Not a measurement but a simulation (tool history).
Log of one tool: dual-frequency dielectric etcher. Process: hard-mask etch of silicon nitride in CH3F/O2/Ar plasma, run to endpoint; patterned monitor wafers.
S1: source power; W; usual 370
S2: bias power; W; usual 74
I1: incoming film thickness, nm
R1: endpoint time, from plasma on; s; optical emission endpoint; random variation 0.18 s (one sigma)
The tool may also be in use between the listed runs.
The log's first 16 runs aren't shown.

run,day,S1,S2,I1,R1
# day 16.292: source power generator calibrated
17,16.312,320,85,32.47,54.4
18,16.858,390,59,32.12,55.5
19,17.958,320,83,32.68,55.1
20,18.662,370,83,32.34,51
21,19.65,370,74,32.55,53.2
22,20.362,440,83,32.7,47.7
23,20.962,370,84,32.33,50.4
24,21.754,300,84,32.29,55.5
25,22.267,370,74,32.81,52.8
26,23.225,370,64,32.54,55.1
27,24.425,370,74,32.31,52.1
# day 25.45: wet clean of the chamber
28,25.471,430,74,32.51,50.7
29,26.821,370,74,32.29,53.5
30,28,370,74,32.16,53.1
31,28.829,370,74,32.37,53.5
32,32.125,340,74,32.52,55.1
33,32.929,390,59,32.32,55.1
34,33.675,370,74,32.39,53
35,34.754,370,62,32.41,55.6
36,35.992,370,74,32.16,52.2

3 ways to go on from here, each from the tool as it stands after run 36. What would each give?
A,36.008,440,74,32.72,?
B,36.008,370,58,32.72,?
C,36.008,370,91,32.72,?

run,R1
A,49.1
B,57.2
C,49.6
Without the tool's hidden state the same runs would have given:
run,R1
A,50.9
B,59.2
C,51.4
